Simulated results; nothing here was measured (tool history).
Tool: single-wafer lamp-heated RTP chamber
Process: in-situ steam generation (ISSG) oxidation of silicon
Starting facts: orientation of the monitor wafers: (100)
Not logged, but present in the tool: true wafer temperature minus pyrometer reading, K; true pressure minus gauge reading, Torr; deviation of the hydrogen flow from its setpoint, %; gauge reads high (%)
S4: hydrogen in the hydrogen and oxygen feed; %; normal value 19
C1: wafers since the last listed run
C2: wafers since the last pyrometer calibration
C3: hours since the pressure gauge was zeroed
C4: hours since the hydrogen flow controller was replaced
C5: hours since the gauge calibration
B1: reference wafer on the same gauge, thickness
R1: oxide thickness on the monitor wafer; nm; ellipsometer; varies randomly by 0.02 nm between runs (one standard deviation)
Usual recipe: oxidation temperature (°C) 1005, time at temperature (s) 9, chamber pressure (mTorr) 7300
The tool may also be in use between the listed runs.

Run 1, day 0: usual settings but S4 21 %; C1 0; C2 3397; C3 2905.5; C4 4039; C5 1430.2; B1 3.274. Result: R1 4.189 nm.
At day 0.962: pyrometer window cleaned and pyrometer calibrated.
Run 2, day 3.421: usual settings but S4 21 %; C1 514; C2 409; C3 2987.6; C4 4121.1; C5 1512.3; B1 3.263. Result: R1 4.15 nm.
At day 5.217: gauge calibrated.
Run 3, day 16.725: usual settings; C1 2218; C2 2628; C3 3306.9; C4 4440.4; C5 276.2; B1 3.272. Result: R1 4.025 nm.
Run 4, day 18.242: usual settings; C1 252; C2 2881; C3 3343.3; C4 4476.8; C5 312.6; B1 3.27. Result: R1 4.053 nm.
Run 5, day 21.208: usual settings; C1 494; C2 3376; C3 3414.5; C4 4548; C5 383.8; B1 3.269. Result: R1 4.079 nm.
At day 23.9: pyrometer window cleaned and pyrometer calibrated.
Run 6, day 25.675: usual settings but oxidation temperature (°C) 1001, time at temperature (s) 10; C1 689; C2 295; C3 3521.7; C4 4655.2; C5 491; B1 3.267. Result: R1 4.136 nm.
Run 7, day 28.596: usual settings; C1 487; C2 783; C3 3591.8; C4 4725.3; C5 561.1; B1 3.271. Result: R1 3.989 nm.
Run 8, day 30.704: usual settings; C1 351; C2 1134; C3 3642.4; C4 4775.9; C5 611.7; B1 3.276. Result: R1 4.027 nm.
Run 9, day 34.358: usual settings but time at temperature (s) 7, S4 22 %; C1 609; C2 1744; C3 3730.1; C4 4863.6; C5 699.4; B1 3.266. Result: R1 3.796 nm.
Run 10, day 38.158: usual settings but time at temperature (s) 7, S4 22 %; C1 633; C2 2377; C3 3821.3; C4 4954.8; C5 790.6; B1 3.272. Result: R1 3.795 nm.
Run 11, day 42.388: usual settings but time at temperature (s) 7, S4 22 %; C1 705; C2 3083; C3 3922.8; C4 5056.3; C5 892.1; B1 3.27. Result: R1 3.785 nm.
Run 12, day 45.221: usual settings; C1 472; C2 3555; C3 3990.8; C4 5124.3; C5 960.1; B1 3.266. Result: R1 4.156 nm.
Run 13, day 47.317: usual settings; C1 349; C2 3905; C3 4041.1; C4 5174.6; C5 1010.4; B1 3.267. Result: R1 4.154 nm.
At day 47.833: pyrometer window cleaned and pyrometer calibrated.
At day 49.433: hydrogen flow controller replaced.
Run 14, day 50.117: usual settings but time at temperature (s) 11; C1 355; C2 325; C3 4108.3; C4 16.4; C5 1077.6; B1 3.271. Result: R1 4.344 nm.
Run 15, day 54.575: usual settings but oxidation temperature (°C) 997, time at temperature (s) 8, chamber pressure (mTorr) 6900; C1 743; C2 1068; C3 4215.3; C4 123.4; C5 1184.6; B1 3.272. Result: R1 3.731 nm.
At day 55.592: pressure gauge zeroed.
Run 16, day 57.638: usual settings but oxidation temperature (°C) 1011, chamber pressure (mTorr) 6900; C1 455; C2 1523; C3 49.1; C4 196.9; C5 1258.1; B1 3.268. Result: R1 4.07 nm.
Run 17, day 61.271: usual settings but time at temperature (s) 7; C1 605; C2 2129; C3 136.3; C4 284.1; C5 1345.3; B1 3.273. Result: R1 3.607 nm.
Run 18, day 63.829: usual settings but oxidation temperature (°C) 1019, chamber pressure (mTorr) 8100, S4 16 %; C1 426; C2 2556; C3 197.7; C4 345.5; C5 1406.7; B1 3.273. Result: R1 4.102 nm.
Run 19, day 68.017: usual settings; C1 698; C2 3254; C3 298.2; C4 446; C5 1507.2; B1 3.271. Result: R1 4.1 nm.
Run 20, day 71: usual settings; C1 497; C2 3752; C3 369.8; C4 517.6; C5 1578.8; B1 3.265. Result: R1 4.148 nm.
At day 72.558: pyrometer window cleaned and pyrometer calibrated.
Run 21, day 73.829: usual settings; C1 416; C2 212; C3 437.7; C4 585.5; C5 1646.7; B1 3.269. Result: R1 4.02 nm.
At day 73.983: gauge calibrated.
Run 22, day 76.475: usual settings; C1 441; C2 653; C3 501.2; C4 649; C5 59.8; B1 3.273. Result: R1 3.993 nm.
Run 23, day 79.633: usual settings but time at temperature (s) 12, S4 16 %; C1 526; C2 1180; C3 577; C4 724.8; C5 135.6; B1 3.27. Result: R1 4.355 nm.
Run 24, day 81.262: usual settings but oxidation temperature (°C) 1011, chamber pressure (mTorr) 6900; C1 271; C2 1451; C3 616.1; C4 763.9; C5 174.7; B1 3.27. Result: R1 4.051 nm.
Run 25, day 85.138: usual settings but oxidation temperature (°C) 989, time at temperature (s) 8, chamber pressure (mTorr) 8200, S4 12 %; C1 646; C2 2098; C3 709.1; C4 856.9; C5 267.7; B1 3.268. Result: R1 3.263 nm.
Run 26, day 88.433: usual settings but oxidation temperature (°C) 987, time at temperature (s) 11, chamber pressure (mTorr) 8800, S4 13 %; C1 549; C2 2647; C3 788.2; C4 936; C5 346.8; B1 3.273. Result: R1 3.797 nm.
Run 27, day 90.196: usual settings; C1 293; C2 2941; C3 830.5; C4 978.3; C5 389.1; B1 3.27. Result: R1 4.074 nm.
Run 28, day 92.758: usual settings but oxidation temperature (°C) 1023; C1 427; C2 3369; C3 892; C4 1039.8; C5 450.6; B1 3.272. Result: R1 4.348 nm.
Run 29, day 96.721: usual settings; C1 660; C2 4029; C3 987.1; C4 1134.9; C5 545.7; B1 3.276. Result: R1 4.132 nm.
At day 97.879: pyrometer window cleaned and pyrometer calibrated.
Run 30, day 100.45: usual settings but chamber pressure (mTorr) 8100, S4 13 %; C1 566; C2 428; C3 1076.6; C4 1224.4; C5 635.2; B1 3.269. Result: R1 3.669 nm.
Run 31, day 104.112: usual settings but oxidation temperature (°C) 996, chamber pressure (mTorr) 8100, S4 26 %; C1 610; C2 1039; C3 1164.5; C4 1312.3; C5 723.1; B1 3.269. Result: R1 4.235 nm.
Run 32, day 106.329: usual settings but oxidation temperature (°C) 996, time at temperature (s) 6, chamber pressure (mTorr) 8400, S4 15 %; C1 369; C2 1409; C3 1217.7; C4 1365.5; C5 776.3; B1 3.271. Result: R1 3.106 nm.

Each row is a separate what-if for the run after 32, all from the same tool condition, not one after another. Results?
Run A, day 106.346: usual settings but S4 25 %; C1 2; C2 1412; C3 1218.1; C4 1365.9; C5 776.7; B1 ?. Result: R1 ?.
Run B, day 106.346: usual settings but oxidation temperature (°C) 994, time at temperature (s) 11; C1 2; C2 1412; C3 1218.1; C4 1365.9; C5 776.7; B1 ?. Result: R1 ?.
Run C, day 106.346: usual settings but time at temperature (s) 6, S4 26 %; C1 2; C2 1412; C3 1218.1; C4 1365.9; C5 776.7; B1 ?. Result: R1 ?.

run     B1     R1
  A  3.263  4.335
  B  3.263  4.223
  C  3.263  3.715
Without the tool's unlogged condition, the same runs would have read:
run     R1
  A  4.297
  B  4.186
  C  3.687
